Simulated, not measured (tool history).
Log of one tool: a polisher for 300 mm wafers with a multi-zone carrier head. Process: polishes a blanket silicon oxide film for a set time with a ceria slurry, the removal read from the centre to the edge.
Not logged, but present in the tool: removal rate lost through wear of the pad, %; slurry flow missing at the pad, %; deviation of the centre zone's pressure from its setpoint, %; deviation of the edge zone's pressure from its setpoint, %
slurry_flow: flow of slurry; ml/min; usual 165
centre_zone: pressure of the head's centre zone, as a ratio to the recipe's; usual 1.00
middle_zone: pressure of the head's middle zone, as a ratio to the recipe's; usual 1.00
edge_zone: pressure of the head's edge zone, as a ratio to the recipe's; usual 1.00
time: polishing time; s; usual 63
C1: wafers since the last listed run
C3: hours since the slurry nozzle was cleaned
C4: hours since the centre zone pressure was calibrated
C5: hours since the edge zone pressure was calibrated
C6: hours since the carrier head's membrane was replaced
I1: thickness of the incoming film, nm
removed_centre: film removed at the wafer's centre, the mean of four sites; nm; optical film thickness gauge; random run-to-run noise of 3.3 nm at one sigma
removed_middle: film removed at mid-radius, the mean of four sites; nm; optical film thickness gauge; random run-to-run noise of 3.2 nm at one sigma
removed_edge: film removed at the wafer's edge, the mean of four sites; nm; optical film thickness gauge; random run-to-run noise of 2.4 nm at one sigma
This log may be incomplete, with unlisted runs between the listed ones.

{"run": 1, "hour": 0.0, "slurry_flow": 165, "centre_zone": 1.0, "middle_zone": 1.0, "edge_zone": 1.0, "time": 63, "C1": 0, "wafers polished on this pad": 3898, "C3": 689.7, "C4": 608.9, "C5": 417.8, "C6": 1470.6, "I1": 1602.5, "removed_centre": 318.8, "removed_middle": 307.9, "removed_edge": 317.6}
{"hour": 3.0, "done": "slurry nozzle cleaned"}
{"hour": 84.2, "done": "worn pad replaced by a new one"}
{"run": 2, "hour": 151.7, "slurry_flow": 165, "centre_zone": 1.0, "middle_zone": 1.0, "edge_zone": 1.0, "time": 63, "C1": 1836, "wafers polished on this pad": 845, "C3": 148.7, "C4": 760.6, "C5": 569.5, "C6": 1622.3, "I1": 1585.3, "removed_centre": 339.4, "removed_middle": 329.9, "removed_edge": 333.1}
{"hour": 228.9, "done": "centre zone pressure recalibrated"}
{"run": 3, "hour": 244.9, "slurry_flow": 165, "centre_zone": 1.0, "middle_zone": 1.0, "edge_zone": 1.0, "time": 63, "C1": 1141, "wafers polished on this pad": 1986, "C3": 241.9, "C4": 16.0, "C5": 662.7, "C6": 1715.5, "I1": 1554.9, "removed_centre": 328.4, "removed_middle": 322.4, "removed_edge": 330.0}
{"run": 4, "hour": 270.8, "slurry_flow": 165, "centre_zone": 1.03, "middle_zone": 1.0, "edge_zone": 1.0, "time": 73, "C1": 324, "wafers polished on this pad": 2311, "C3": 267.8, "C4": 41.9, "C5": 688.6, "C6": 1741.4, "I1": 1596.4, "removed_centre": 384.3, "removed_middle": 364.8, "removed_edge": 377.8}
{"run": 5, "hour": 321.3, "slurry_flow": 165, "centre_zone": 1.0, "middle_zone": 1.0, "edge_zone": 1.05, "time": 44, "C1": 632, "wafers polished on this pad": 2943, "C3": 318.3, "C4": 92.4, "C5": 739.1, "C6": 1791.9, "I1": 1561.2, "removed_centre": 231.4, "removed_middle": 219.8, "removed_edge": 230.9}
{"hour": 350.6, "done": "carrier head's membrane replaced by a new one"}
{"run": 6, "hour": 374.8, "slurry_flow": 195, "centre_zone": 1.0, "middle_zone": 1.08, "edge_zone": 1.11, "time": 63, "C1": 607, "wafers polished on this pad": 3550, "C3": 371.8, "C4": 145.9, "C5": 792.6, "C6": 24.2, "I1": 1577.5, "removed_centre": 331.4, "removed_middle": 357.8, "removed_edge": 350.6}
{"run": 7, "hour": 416.3, "slurry_flow": 195, "centre_zone": 1.0, "middle_zone": 1.08, "edge_zone": 1.0, "time": 63, "C1": 519, "wafers polished on this pad": 4070, "C3": 413.3, "C4": 187.4, "C5": 834.1, "C6": 65.7, "I1": 1567.5, "removed_centre": 337.4, "removed_middle": 351.2, "removed_edge": 331.0}
{"run": 8, "hour": 461.6, "slurry_flow": 165, "centre_zone": 1.0, "middle_zone": 1.0, "edge_zone": 1.0, "time": 63, "C1": 567, "wafers polished on this pad": 4637, "C3": 458.6, "C4": 232.7, "C5": 879.4, "C6": 111.0, "I1": 1576.5, "removed_centre": 313.9, "removed_middle": 316.3, "removed_edge": 324.0}
{"hour": 546.6, "done": "worn pad replaced by a new one"}
{"run": 9, "hour": 657.1, "slurry_flow": 165, "centre_zone": 1.0, "middle_zone": 1.08, "edge_zone": 1.0, "time": 63, "C1": 2397, "wafers polished on this pad": 1383, "C3": 654.1, "C4": 428.2, "C5": 1074.9, "C6": 306.5, "I1": 1602.5, "removed_centre": 312.3, "removed_middle": 325.5, "removed_edge": 319.1}
{"hour": 769.3, "done": "slurry nozzle cleaned"}
{"run": 10, "hour": 794.7, "slurry_flow": 135, "centre_zone": 1.0, "middle_zone": 1.0, "edge_zone": 1.04, "time": 50, "C1": 1710, "wafers polished on this pad": 3093, "C3": 25.4, "C4": 565.8, "C5": 1212.5, "C6": 444.1, "I1": 1593.5, "removed_centre": 259.2, "removed_middle": 249.6, "removed_edge": 259.9}
{"hour": 804.2, "done": "edge zone pressure recalibrated"}
{"run": 11, "hour": 856.5, "slurry_flow": 165, "centre_zone": 1.1, "middle_zone": 1.0, "edge_zone": 1.0, "time": 63, "C1": 748, "wafers polished on this pad": 3842, "C3": 87.2, "C4": 627.6, "C5": 52.3, "C6": 505.9, "I1": 1588.4, "removed_centre": 375.2, "removed_middle": 332.0, "removed_edge": 329.3}
{"run": 12, "hour": 915.9, "slurry_flow": 165, "centre_zone": 1.06, "middle_zone": 1.0, "edge_zone": 1.05, "time": 47, "C1": 743, "wafers polished on this pad": 4585, "C3": 146.6, "C4": 687.0, "C5": 111.7, "C6": 565.3, "I1": 1558.9, "removed_centre": 272.7, "removed_middle": 243.5, "removed_edge": 252.4}
{"hour": 971.7, "done": "worn pad replaced by a new one"}
{"run": 13, "hour": 981.5, "slurry_flow": 165, "centre_zone": 1.0, "middle_zone": 1.0, "edge_zone": 1.0, "time": 63, "C1": 771, "wafers polished on this pad": 123, "C3": 212.2, "C4": 752.6, "C5": 177.3, "C6": 630.9, "I1": 1604.0, "removed_centre": 339.4, "removed_middle": 326.7, "removed_edge": 327.9}
{"run": 14, "hour": 1066.0, "slurry_flow": 220, "centre_zone": 1.0, "middle_zone": 1.0, "edge_zone": 0.88, "time": 79, "C1": 1057, "wafers polished on this pad": 1181, "C3": 296.7, "C4": 837.1, "C5": 261.8, "C6": 715.4, "I1": 1604.5, "removed_centre": 456.9, "removed_middle": 422.8, "removed_edge": 397.3}
{"hour": 1077.3, "done": "centre zone pressure recalibrated"}
{"run": 15, "hour": 1132.6, "slurry_flow": 165, "centre_zone": 1.0, "middle_zone": 1.0, "edge_zone": 1.0, "time": 63, "C1": 808, "wafers polished on this pad": 1989, "C3": 363.3, "C4": 55.3, "C5": 328.4, "C6": 782.0, "I1": 1603.6, "removed_centre": 324.6, "removed_middle": 319.3, "removed_edge": 324.1}
{"run": 16, "hour": 1189.0, "slurry_flow": 150, "centre_zone": 1.05, "middle_zone": 1.0, "edge_zone": 0.91, "time": 72, "C1": 706, "wafers polished on this pad": 2696, "C3": 419.7, "C4": 111.7, "C5": 384.8, "C6": 838.4, "I1": 1587.1, "removed_centre": 378.6, "removed_middle": 353.5, "removed_edge": 347.2}
{"run": 17, "hour": 1253.1, "slurry_flow": 215, "centre_zone": 1.0, "middle_zone": 1.0, "edge_zone": 1.0, "time": 63, "C1": 802, "wafers polished on this pad": 3498, "C3": 483.8, "C4": 175.8, "C5": 448.9, "C6": 902.5, "I1": 1592.8, "removed_centre": 338.0, "removed_middle": 335.2, "removed_edge": 335.9}
{"hour": 1394.9, "done": "worn pad replaced by a new one"}
{"run": 18, "hour": 1420.7, "slurry_flow": 195, "centre_zone": 1.0, "middle_zone": 1.08, "edge_zone": 1.0, "time": 63, "C1": 2048, "wafers polished on this pad": 323, "C3": 651.4, "C4": 343.4, "C5": 616.5, "C6": 1070.1, "I1": 1598.2, "removed_centre": 331.7, "removed_middle": 348.8, "removed_edge": 329.4}
{"run": 19, "hour": 1470.0, "slurry_flow": 165, "centre_zone": 0.93, "middle_zone": 1.0, "edge_zone": 0.94, "time": 54, "C1": 617, "wafers polished on this pad": 940, "C3": 700.7, "C4": 392.7, "C5": 665.8, "C6": 1119.4, "I1": 1563.9, "removed_centre": 252.6, "removed_middle": 264.9, "removed_edge": 263.6}
{"run": 20, "hour": 1506.8, "slurry_flow": 150, "centre_zone": 1.0, "middle_zone": 1.0, "edge_zone": 1.11, "time": 83, "C1": 460, "wafers polished on this pad": 1401, "C3": 737.5, "C4": 429.5, "C5": 702.6, "C6": 1156.2, "I1": 1591.1, "removed_centre": 398.1, "removed_middle": 398.8, "removed_edge": 434.8}
{"run": 21, "hour": 1533.1, "slurry_flow": 120, "centre_zone": 1.0, "middle_zone": 1.04, "edge_zone": 0.92, "time": 50, "C1": 329, "wafers polished on this pad": 1730, "C3": 763.8, "C4": 455.8, "C5": 728.9, "C6": 1182.5, "I1": 1560.2, "removed_centre": 223.0, "removed_middle": 228.1, "removed_edge": 224.3}

Consider 5 possible next runs. They are alternatives, not a sequence: every one starts from the tool as it was left by run 21. What does each give?
{"run": "A", "hour": 1533.5, "slurry_flow": 165, "centre_zone": 1.0, "middle_zone": 1.0, "edge_zone": 1.0, "time": 63, "C1": 5, "wafers polished on this pad": 1735, "C3": 764.2, "C4": 456.2, "C5": 729.3, "C6": 1182.9, "I1": 1603.4, "removed_centre": "?", "removed_middle": "?", "removed_edge": "?"}
{"run": "B", "hour": 1533.5, "slurry_flow": 165, "centre_zone": 1.0, "middle_zone": 1.0, "edge_zone": 1.03, "time": 63, "C1": 5, "wafers polished on this pad": 1735, "C3": 764.2, "C4": 456.2, "C5": 729.3, "C6": 1182.9, "I1": 1603.4, "removed_centre": "?", "removed_middle": "?", "removed_edge": "?"}
{"run": "C", "hour": 1533.5, "slurry_flow": 205, "centre_zone": 1.0, "middle_zone": 0.95, "edge_zone": 1.1, "time": 76, "C1": 5, "wafers polished on this pad": 1735, "C3": 764.2, "C4": 456.2, "C5": 729.3, "C6": 1182.9, "I1": 1603.4, "removed_centre": "?", "removed_middle": "?", "removed_edge": "?"}
{"run": "D", "hour": 1533.5, "slurry_flow": 190, "centre_zone": 1.11, "middle_zone": 0.89, "edge_zone": 1.0, "time": 63, "C1": 5, "wafers polished on this pad": 1735, "C3": 764.2, "C4": 456.2, "C5": 729.3, "C6": 1182.9, "I1": 1603.4, "removed_centre": "?", "removed_middle": "?", "removed_edge": "?"}
{"run": "E", "hour": 1533.5, "slurry_flow": 165, "centre_zone": 1.11, "middle_zone": 0.97, "edge_zone": 0.96, "time": 57, "C1": 5, "wafers polished on this pad": 1735, "C3": 764.2, "C4": 456.2, "C5": 729.3, "C6": 1182.9, "I1": 1603.4, "removed_centre": "?", "removed_middle": "?", "removed_edge": "?"}

run=A removed_centre=316.1 removed_middle=311.3 removed_edge=320.1
run=B removed_centre=316.1 removed_middle=311.3 removed_edge=324.6
run=C removed_centre=404.0 removed_middle=378.4 removed_edge=419.2
run=D removed_centre=364.9 removed_middle=292.1 removed_edge=328.5
run=E removed_centre=317.6 removed_middle=274.4 removed_edge=284.4
Take away the tool's hidden state, keep each run's random variation, and the runs would have read:
run=A removed_centre=339.1 removed_middle=334.2 removed_edge=336.7
run=B removed_centre=339.1 removed_middle=334.2 removed_edge=341.4
run=C removed_centre=426.1 removed_middle=400.5 removed_edge=436.9
run=D removed_centre=387.0 removed_middle=310.6 removed_edge=343.3
run=E removed_centre=340.7 removed_middle=294.6 removed_edge=299.1

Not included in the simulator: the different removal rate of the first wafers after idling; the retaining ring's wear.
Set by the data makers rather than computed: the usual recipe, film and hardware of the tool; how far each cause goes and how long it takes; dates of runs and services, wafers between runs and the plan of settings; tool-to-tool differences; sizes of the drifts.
